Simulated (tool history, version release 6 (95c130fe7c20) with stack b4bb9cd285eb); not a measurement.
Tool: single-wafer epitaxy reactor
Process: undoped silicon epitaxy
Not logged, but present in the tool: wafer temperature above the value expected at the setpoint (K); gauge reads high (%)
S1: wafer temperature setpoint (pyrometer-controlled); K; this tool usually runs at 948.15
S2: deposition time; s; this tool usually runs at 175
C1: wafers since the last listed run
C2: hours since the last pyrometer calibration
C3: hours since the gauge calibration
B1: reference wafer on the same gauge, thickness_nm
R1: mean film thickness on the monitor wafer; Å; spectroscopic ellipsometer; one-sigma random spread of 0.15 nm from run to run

run    hour      S1   S2    C1      C2     C3      B1      R1
  1     0.0  948.15  193     0   548.7  441.2  40.960  527.48
  2   169.9  948.15  175  1140   718.6  611.1  40.962  478.19
  3   241.6  954.15  154   481   790.3  682.8  40.882  481.32
  4   307.9  948.15  175   444   856.6  749.1  40.944  476.34
  5   367.5  948.15  175   399   916.2  808.7  40.929  473.62
  6   429.3  948.15  175   414   978.0  870.5  40.852  473.94
      453.6  -- gauge calibrated
  7   470.4  948.15  175   275  1019.1   16.8  40.947  472.89
  8   501.8  948.15  175   210  1050.5   48.2  40.818  472.77
  9   568.9  948.15  175   450  1117.6  115.3  40.818  474.58
 10   628.9  948.15  175   402  1177.6  175.3  40.902  471.29
 11   694.8  942.15  204   442  1243.5  241.2  40.842  477.82
      744.0  -- pyrometer calibrated
 12   765.1  934.15  208   418    21.1  311.5  40.879  387.68
 13   834.8  948.15  175   467    90.8  381.2  40.900  450.42
 14   894.4  939.15  163   399   150.4  440.8  40.923  337.23
 15   961.2  948.15  160   448   217.2  507.6  40.927  409.20
      969.8  -- pyrometer calibrated, repeated, since the last time left the tool worse
 16  1008.2  958.15  146   261    38.4  554.6  40.898  512.42
 17  1036.3  948.15  175   188    66.5  582.7  40.879  486.00
 18  1101.9  948.15  165   440   132.1  648.3  40.933  457.31

5 ways to go on from here, each from the tool as it stands after run 18. What would each give?
  A  1102.3  936.15  175   2  132.5  648.7   ?   ?
  B  1102.3  943.15  193   2  132.5  648.7   ?   ?
  C  1102.3  958.15  175   2  132.5  648.7   ?   ?
  D  1102.3  956.15  166   2  132.5  648.7   ?   ?
  E  1102.3  934.15  175   2  132.5  648.7   ?   ?

run      B1      R1
  A  40.930  362.88
  B  40.930  473.67
  C  40.930  610.53
  D  40.930  553.00
  E  40.930  345.63
Stripped of hidden state, with their random variation kept, the same runs would have yielded:
run      R1
  A  369.40
  B  482.04
  C  620.93
  D  562.47
  E  351.87
